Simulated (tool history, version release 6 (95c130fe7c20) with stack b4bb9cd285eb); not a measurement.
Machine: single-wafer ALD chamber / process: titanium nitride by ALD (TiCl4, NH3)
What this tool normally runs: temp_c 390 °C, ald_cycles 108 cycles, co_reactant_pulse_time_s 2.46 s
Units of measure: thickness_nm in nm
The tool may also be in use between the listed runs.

| run | hour | temp_c | ald_cycles | co_reactant_pulse_time_s | read-back reference wafer on the same gauge, thickness_nm | thickness_nm |
|---|---|---|---|---|---|---|
| 1 | 0.0 | 394 | 108 | 2.46 | 2.010 | 2.366 |
| 2 | 14.9 | 394 | 108 | 2.46 | 2.010 | 2.374 |
| 3 | 36.8 | 394 | 108 | 2.46 | 2.010 | 2.375 |
| 4 | 52.6 | 378 | 91 | 2.46 | 2.009 | 1.976 |
| 5 | 72.0 | 378 | 91 | 2.46 | 2.010 | 1.975 |
| 6 | 92.9 | 378 | 91 | 2.46 | 2.011 | 1.971 |
| 7 | 114.1 | 390 | 108 | 2.46 | 2.010 | 2.360 |
| 8 | 134.3 | 390 | 108 | 2.46 | 2.010 | 2.370 |
| 9 | 150.5 | 390 | 108 | 2.46 | 2.010 | 2.369 |
| 10 | 171.9 | 390 | 108 | 2.46 | 2.010 | 2.363 |
| 11 | 196.9 | 390 | 108 | 2.46 | 2.011 | 2.361 |
| 12 | 221.0 | 390 | 108 | 2.46 | 2.009 | 2.366 |
|  | 222.7 | gauge calibrated |
| 13 | 246.9 | 390 | 108 | 2.46 | 2.011 | 2.359 |
| 14 | 278.8 | 390 | 98 | 1.93 | 2.008 | 2.122 |
| 15 | 297.6 | 402 | 108 | 2.76 | 2.009 | 2.396 |
| 16 | 326.7 | 390 | 108 | 2.46 | 2.010 | 2.371 |
| 17 | 345.3 | 390 | 90 | 1.81 | 2.010 | 1.945 |
| 18 | 375.3 | 390 | 108 | 2.90 | 2.010 | 2.384 |
| 19 | 389.4 | 385 | 108 | 3.39 | 2.010 | 2.382 |
|  | 415.8 | thermocouple changed; heater temperature recalibrated |
| 20 | 418.2 | 390 | 108 | 2.46 | 2.009 | 2.359 |
| 21 | 444.3 | 398 | 93 | 2.46 | 2.011 | 2.049 |
| 22 | 462.8 | 390 | 108 | 2.46 | 2.011 | 2.368 |
|  | 482.8 | showerhead replaced |
| 23 | 483.3 | 390 | 108 | 3.38 | 2.011 | 2.390 |
| 24 | 518.1 | 378 | 108 | 1.97 | 2.011 | 2.316 |
| 25 | 541.6 | 399 | 89 | 1.77 | 2.012 | 1.941 |
| 26 | 556.2 | 390 | 89 | 2.91 | 2.011 | 1.957 |
| 27 | 582.7 | 390 | 108 | 2.46 | 2.010 | 2.374 |
| 28 | 611.5 | 386 | 108 | 2.46 | 2.011 | 2.348 |

Below are 4 alternative next runs, each starting from the tool's condition after run 28. Predict each:
| A | 612.2 | 390 | 108 | 2.46 | ? | ? |
| B | 612.2 | 390 | 108 | 3.12 | ? | ? |
| C | 612.2 | 395 | 108 | 2.46 | ? | ? |
| D | 612.2 | 384 | 108 | 2.46 | ? | ? |

| run | read-back reference wafer on the same gauge, thickness_nm | thickness_nm |
|---|---|---|
| A | 2.008 | 2.365 |
| B | 2.008 | 2.387 |
| C | 2.008 | 2.375 |
| D | 2.008 | 2.353 |
Had the tool no hidden state, the same runs would have come out as:
| run | thickness_nm |
|---|---|
| A | 2.365 |
| B | 2.387 |
| C | 2.375 |
| D | 2.353 |

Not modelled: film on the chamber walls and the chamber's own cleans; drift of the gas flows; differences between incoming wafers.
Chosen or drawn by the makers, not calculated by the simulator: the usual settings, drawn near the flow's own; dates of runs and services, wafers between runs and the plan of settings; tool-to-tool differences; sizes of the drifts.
